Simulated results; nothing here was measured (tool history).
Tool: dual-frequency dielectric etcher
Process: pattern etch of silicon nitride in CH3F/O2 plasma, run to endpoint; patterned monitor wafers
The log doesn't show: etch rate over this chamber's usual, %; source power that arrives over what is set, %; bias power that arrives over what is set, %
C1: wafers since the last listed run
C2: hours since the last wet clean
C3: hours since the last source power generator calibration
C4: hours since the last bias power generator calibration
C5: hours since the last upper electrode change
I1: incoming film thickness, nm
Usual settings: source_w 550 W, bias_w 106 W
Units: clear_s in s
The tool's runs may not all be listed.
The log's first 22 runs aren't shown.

run 23 day=12.588 | source_w=550 bias_w=106 | C1=1 C2=161.8 C3=3365.4 C4=41.2 C5=0.8 | I1=52.8 | clear_s=43.3
-- day=12.825 source power generator calibrated
run 24 day=12.846 | source_w=550 bias_w=106 | C1=13 C2=168 C3=0.5 C4=47.4 C5=7 | I1=52.6 | clear_s=43.4
run 25 day=13.304 | source_w=630 bias_w=117 | C1=67 C2=179 C3=11.5 C4=58.4 C5=18 | I1=52.1 | clear_s=37.2
run 26 day=13.746 | source_w=500 bias_w=127 | C1=64 C2=189.6 C3=22.1 C4=69 C5=28.6 | I1=52.1 | clear_s=40.5
run 27 day=14.304 | source_w=680 bias_w=106 | C1=81 C2=203 C3=35.5 C4=82.4 C5=42 | I1=52.2 | clear_s=38.6
run 28 day=14.754 | source_w=470 bias_w=93 | C1=65 C2=213.8 C3=46.3 C4=93.2 C5=52.8 | I1=52.7 | clear_s=50.6
run 29 day=15.488 | source_w=550 bias_w=81 | C1=107 C2=231.4 C3=63.9 C4=110.8 C5=70.4 | I1=52.3 | clear_s=49.5
run 30 day=15.829 | source_w=550 bias_w=125 | C1=49 C2=239.6 C3=72.1 C4=119 C5=78.6 | I1=53.4 | clear_s=40.2
run 31 day=16.317 | source_w=420 bias_w=131 | C1=71 C2=251.3 C3=83.8 C4=130.7 C5=90.3 | I1=52.3 | clear_s=43.4
run 32 day=16.912 | source_w=630 bias_w=128 | C1=87 C2=265.6 C3=98.1 C4=145 C5=104.6 | I1=52.8 | clear_s=36
run 33 day=17.579 | source_w=550 bias_w=106 | C1=97 C2=281.6 C3=114.1 C4=161 C5=120.6 | I1=53.1 | clear_s=42.6
run 34 day=18.075 | source_w=620 bias_w=99 | C1=72 C2=293.5 C3=126 C4=172.9 C5=132.5 | I1=53 | clear_s=41.4

5 ways to go on from here, each from the tool as it stands after run 34. What would each give?
run A day=18.096 | source_w=550 bias_w=122 | C1=3 C2=294 C3=126.5 C4=173.4 C5=133 | I1=52.5 | clear_s=?
run B day=18.096 | source_w=600 bias_w=93 | C1=3 C2=294 C3=126.5 C4=173.4 C5=133 | I1=52.5 | clear_s=?
run C day=18.096 | source_w=660 bias_w=98 | C1=3 C2=294 C3=126.5 C4=173.4 C5=133 | I1=52.5 | clear_s=?
run D day=18.096 | source_w=440 bias_w=95 | C1=3 C2=294 C3=126.5 C4=173.4 C5=133 | I1=52.5 | clear_s=?
run E day=18.096 | source_w=630 bias_w=106 | C1=3 C2=294 C3=126.5 C4=173.4 C5=133 | I1=52.5 | clear_s=?

run=A clear_s=39.5
run=B clear_s=43.8
run=C clear_s=40.5
run=D clear_s=51.4
run=E clear_s=39.8
Without the tool's hidden state the same runs would have given:
run=A clear_s=40.9
run=B clear_s=45.4
run=C clear_s=42
run=D clear_s=53.2
run=E clear_s=41.2
